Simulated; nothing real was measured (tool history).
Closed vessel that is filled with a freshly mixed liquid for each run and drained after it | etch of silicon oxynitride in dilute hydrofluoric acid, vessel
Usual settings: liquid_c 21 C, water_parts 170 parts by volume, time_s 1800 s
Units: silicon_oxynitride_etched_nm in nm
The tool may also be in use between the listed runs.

| run | hour | liquid_c | water_parts | time_s | read-back film thickness of the silicon oxynitride reference wafer, read on the same gauge (nm) | silicon_oxynitride_etched_nm |
|---|---|---|---|---|---|---|
| 1 | 0 | 21 | 215 | 985 | 120 | 17.36 |
| 2 | 16.4 | 21 | 215 | 985 | 120.01 | 17.53 |
| 3 | 28.9 | 21 | 170 | 1800 | 120 | 41.76 |
| 4 | 50.1 | 21 | 170 | 1800 | 120.01 | 41.92 |
| 5 | 66.1 | 21 | 170 | 1800 | 120.04 | 41.58 |
| 6 | 88.5 | 21 | 170 | 2470 | 120.03 | 57.15 |
| 7 | 119.1 | 21 | 170 | 1800 | 120.03 | 41.8 |
| 8 | 136 | 21 | 170 | 1800 | 120.03 | 41.56 |
| 9 | 163 | 21 | 170 | 1800 | 119.97 | 41.46 |
|  | 187.4 | gauge calibrated |
| 10 | 197 | 21 | 150 | 2250 | 120.01 | 59.5 |
| 11 | 220.7 | 21 | 150 | 2250 | 120.01 | 59.41 |
| 12 | 292.6 | 21 | 150 | 2250 | 120.03 | 59.27 |
| 13 | 328.3 | 21 | 195 | 1800 | 120 | 35.01 |
| 14 | 360.6 | 21 | 195 | 1800 | 120 | 35.01 |
| 15 | 388.5 | 17.5 | 170 | 2625 | 120 | 50.85 |
| 16 | 419.5 | 21 | 170 | 1800 | 120.02 | 40.96 |
|  | 424.6 | thermometer replaced |
|  | 437.5 | hydrofluoric acid flow meter replaced |
| 17 | 445.7 | 17.5 | 250 | 935 | 119.99 | 13 |
| 18 | 460 | 23.5 | 170 | 1035 | 120.01 | 29.26 |
| 19 | 475.8 | 17 | 170 | 1800 | 120.04 | 37.62 |
| 20 | 510.4 | 21 | 170 | 2470 | 119.98 | 62.59 |
| 21 | 524.2 | 21 | 170 | 1085 | 120.03 | 27.28 |
| 22 | 539.4 | 21 | 210 | 2405 | 120 | 47.1 |
| 23 | 552.6 | 17 | 210 | 1800 | 119.99 | 29.5 |
| 24 | 581.8 | 22.5 | 140 | 2275 | 119.98 | 75.86 |
| 25 | 609.3 | 19.5 | 235 | 1800 | 120 | 29.2 |
| 26 | 623.8 | 21 | 145 | 1800 | 119.98 | 53.85 |
| 27 | 644 | 17.5 | 170 | 1800 | 120.01 | 38.18 |
| 28 | 676.8 | 21 | 170 | 1800 | 119.98 | 44.91 |
| 29 | 703.8 | 21 | 170 | 1800 | 119.95 | 44.74 |
| 30 | 719.4 | 17 | 100 | 2690 | 119.99 | 98.68 |
| 31 | 753.3 | 24.5 | 200 | 930 | 119.99 | 22.35 |
| 32 | 772.3 | 24 | 135 | 1800 | 120.03 | 66.75 |
| 33 | 788.4 | 18 | 120 | 2295 | 119.94 | 72.41 |
| 34 | 817.4 | 21 | 170 | 1800 | 120.02 | 44.89 |

What the log doesn't show, run by run:
liquid colder than its thermometer reads (K): 0 in every run
gauge reads high (%): 0 in every run
H1: hydrofluoric acid flow below the setpoint (%)
| run | H1 |
|---|---|
| 1 | 7.94 |
| 2 | 8.01 |
| 3 | 8.07 |
| 4 | 8.18 |
| 5 | 8.25 |
| 6 | 8.36 |
| 7 | 8.51 |
| 8 | 8.59 |
| 9 | 8.72 |
| 10 | 8.89 |
| 11 | 9 |
| 12 | 9.35 |
| 13 | 9.52 |
| 14 | 9.68 |
| 15 | 9.81 |
| 16 | 9.96 |
| 17 | 0.82 |
| 18 | 0.889 |
| 19 | 0.965 |
| 20 | 1.13 |
| 21 | 1.2 |
| 22 | 1.27 |
| 23 | 1.34 |
| 24 | 1.48 |
| 25 | 1.61 |
| 26 | 1.68 |
| 27 | 1.78 |
| 28 | 1.94 |
| 29 | 2.07 |
| 30 | 2.14 |
| 31 | 2.3 |
| 32 | 2.4 |
| 33 | 2.47 |
| 34 | 2.61 |
